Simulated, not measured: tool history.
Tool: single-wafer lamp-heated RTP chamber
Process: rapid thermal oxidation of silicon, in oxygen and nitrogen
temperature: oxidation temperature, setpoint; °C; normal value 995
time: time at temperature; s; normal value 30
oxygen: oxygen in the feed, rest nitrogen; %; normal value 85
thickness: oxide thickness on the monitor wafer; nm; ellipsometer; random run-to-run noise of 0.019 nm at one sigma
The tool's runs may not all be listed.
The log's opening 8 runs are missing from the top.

run	hour	temperature	time	oxygen	read-back reference wafer on the same gauge, thickness	thickness
9	91.3	984	30	85	3.828	4.166
10	109	995	30	85	3.837	4.432
11	123.6	995	30	85	3.828	4.493
12	134.2	995	30	85	3.822	4.501
13	140.3	995	30	85	3.833	4.47
# hour 153: oxygen flow controller replaced
14	157.4	995	34	85	3.831	4.686
15	171.6	995	34	85	3.827	4.719
16	181.8	995	34	85	3.825	4.741
# hour 197.7: pyrometer window cleaned and pyrometer calibrated
17	198.2	995	30	85	3.828	4.277
18	213.1	977	24	98	3.832	3.697
19	230.7	984	24	98	3.827	3.87
20	246.8	995	30	85	3.833	4.424
# hour 246.9: gauge calibrated
21	261.1	995	30	85	3.829	4.415
22	269.7	1016	43	98	3.833	6.266
23	284.2	995	38	85	3.824	4.905
24	296.2	995	30	85	3.833	4.432
25	307.3	995	30	85	3.837	4.503
26	321	1014	30	72	3.824	4.832

Expected results for the next run?
27	330.4	1019	19	70	?	?

For run 27 the tool returned read-back reference wafer on the same gauge, thickness 3.837, thickness 4.131 nm.
If the tool had no hidden condition, the same run with the same run-to-run variation would have returned thickness 3.933 nm.
